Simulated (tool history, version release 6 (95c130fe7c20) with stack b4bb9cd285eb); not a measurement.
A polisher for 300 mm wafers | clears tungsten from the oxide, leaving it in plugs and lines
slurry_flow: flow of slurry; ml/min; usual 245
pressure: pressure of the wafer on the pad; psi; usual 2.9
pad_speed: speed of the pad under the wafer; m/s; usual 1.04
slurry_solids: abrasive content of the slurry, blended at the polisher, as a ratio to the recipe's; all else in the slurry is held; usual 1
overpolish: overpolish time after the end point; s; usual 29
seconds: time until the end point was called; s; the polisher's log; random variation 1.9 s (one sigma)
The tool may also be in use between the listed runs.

run   hour  slurry_flow  pressure  pad_speed  slurry_solids  overpolish  wafers since the last listed run  wafers polished on this pad  hours since the slurry nozzle was cleaned  hours since the head pressure was calibrated  hours since the slurry blender was calibrated  hours since the slurry got fresh peroxide  incoming thickness of the incoming film, nm  seconds
  1      0          245       2.9       1.04              1          29                                 0                          754                                      409.5                                         440.7                                          192.9                                      123.5                                          444     94.5
       2.6  -- slurry tank refilled with fresh slurry and peroxide
  2   11.3          175       2.9       1.04              1          29                                89                          843                                      420.8                                           452                                          204.2                                        8.7                                        437.1     94.8
      14.2  -- slurry blender recalibrated
      23.9  -- worn pad replaced by a new one
  3     25          245       2.9       1.04              1          39                                66                            9                                      434.5                                         465.7                                           10.8                                       22.4                                        438.3     93.6
      29.7  -- head pressure recalibrated
  4   37.6          310       2.9       1.04              1          29                                91                          101                                      447.1                                           7.9                                           23.4                                         35                                        439.9    101.2
  5   50.1          245       2.9       1.04            1.1          19                               108                          209                                      459.6                                          20.4                                           35.9                                       47.5                                        446.1    103.2
  6   60.5          245       2.9       1.04              1          29                                89                          299                                        470                                          30.8                                           46.3                                       57.9                                        438.5    100.3
  7   78.1          285       2.1       1.22              1          36                               152                          451                                      487.6                                          48.4                                           63.9                                       75.5                                        441.2      122
  8   89.1          190       2.9       1.04              1          29                                95                          546                                      498.6                                          59.4                                           74.9                                       86.5                                        438.2    103.1
  9   97.6          245       2.9       1.04              1          20                                73                          620                                      507.1                                          67.9                                           83.4                                         95                                        438.9    102.6
 10  110.6          245       2.9       1.04              1          29                               112                          732                                      520.1                                          80.9                                           96.4                                        108                                        434.6     98.4
     121.1  -- slurry tank refilled with fresh slurry and peroxide
 11  121.6          290       2.9       1.04              1          29                                86                          818                                      531.1                                          91.9                                          107.4                                        0.5                                        441.3     97.6
 12  127.7          245       2.9       1.04              1          29                                52                          871                                      537.2                                            98                                          113.5                                        6.6                                        440.1    101.4
     137.8  -- slurry nozzle cleaned
 13  138.3          245       3.8       0.92              1          24                                82                          954                                        0.5                                         108.6                                          124.1                                       17.2                                        439.3     83.4
 14  150.3          295       2.4       1.04            0.9          29                               103                         1058                                       12.5                                         120.6                                          136.1                                       29.2                                        446.2    123.9
 15    160          245       2.9       1.04              1          29                                83                         1142                                       22.2                                         130.3                                          145.8                                       38.9                                        432.7     94.8
     164.1  -- worn pad replaced by a new one
 16  171.4          165       2.9       0.78           1.25          20                                63                           62                                       33.6                                         141.7                                          157.2                                       50.3                                        440.7    122.3
 17  185.5          245       2.6       0.86           0.75          44                               121                          184                                       47.7                                         155.8                                          171.3                                       64.4                                        446.6    140.8
 18  193.5          245       2.6       1.04            0.9          40                                69                          253                                       55.7                                         163.8                                          179.3                                       72.4                                        437.3    113.5
 19  203.5          245       2.9       1.04              1          29                                86                          340                                       65.7                                         173.8                                          189.3                                       82.4                                        449.6     99.2
     217.5  -- slurry blender recalibrated
 20    218          245       2.9       1.04              1          29                               108                          448                                       80.2                                         188.3                                            0.5                                       96.9                                        437.5     95.3
 21  228.3          215       2.9       1.04              1          22                                89                          537                                       90.5                                         198.6                                           10.8                                      107.2                                        435.2       97
 22  241.8          310       3.3       0.92              1          29                               116                          653                                        104                                         212.1                                           24.3                                      120.7                                        444.8     91.8
     247.6  -- slurry tank refilled with fresh slurry and peroxide
 23  250.9          310       2.2       1.04              1          29                                70                          723                                      113.1                                         221.2                                           33.4                                        3.3                                        439.4    125.2
 24  258.5          245       2.9       1.04              1          29                                65                          789                                      120.7                                         228.8                                             41                                       10.9                                        442.4     97.3
     275.2  -- worn pad replaced by a new one
 25  275.7          175       2.9       1.04              1          29                               114                            4                                      137.9                                           246                                           58.2                                       28.1                                        441.2     96.1
 26  279.9          215       3.4       1.04           0.85          16                                36                           40                                      142.1                                         250.2                                           62.4                                       32.3                                        445.3     87.7

How the hidden state differs across the entries between the runs, from the last listed run before each to the first after it:
Between runs 1 and 2: slurry tank refilled with fresh slurry and peroxide (hour 2.6)
  no hidden state differs between the two runs
  measured less the result without the state, seconds: -13 -> -13 s
Between runs 2 and 3: slurry blender recalibrated (hour 14.2); worn pad replaced by a new one (hour 23.9)
  deviation of the head's pressure from its setpoint, %: 13.7 -> 13.8
  measured less the result without the state, seconds: -13 -> -13 s
Between runs 3 and 4: head pressure recalibrated (hour 29.7)
  deviation of the head's pressure from its setpoint, %: 13.8 -> 0.626
  measured less the result without the state, seconds: -13 -> -0.6 s
Between runs 10 and 11: slurry tank refilled with fresh slurry and peroxide (hour 121.1)
  deviation of the head's pressure from its setpoint, %: 4.67 -> 5.15
  measured less the result without the state, seconds: -4.6 -> -5.1 s
Between runs 12 and 13: slurry nozzle cleaned (hour 137.8)
  deviation of the head's pressure from its setpoint, %: 5.39 -> 5.8
  measured less the result without the state, seconds: -5.5 -> -4.8 s
Between runs 15 and 16: worn pad replaced by a new one (hour 164.1)
  deviation of the head's pressure from its setpoint, %: 6.57 -> 6.93
  measured less the result without the state, seconds: -6.3 -> -8.4 s
Between runs 19 and 20: slurry blender recalibrated (hour 217.5)
  deviation of the head's pressure from its setpoint, %: 7.83 -> 8.19
  measured less the result without the state, seconds: -7.8 -> -7.8 s
Between runs 22 and 23: slurry tank refilled with fresh slurry and peroxide (hour 247.6)
  deviation of the head's pressure from its setpoint, %: 8.71 -> 8.89
  measured less the result without the state, seconds: -8 -> -11.1 s
Between runs 24 and 25: worn pad replaced by a new one (hour 275.2)
  deviation of the head's pressure from its setpoint, %: 9.03 -> 9.33
  measured less the result without the state, seconds: -8.8 -> -8.9 s
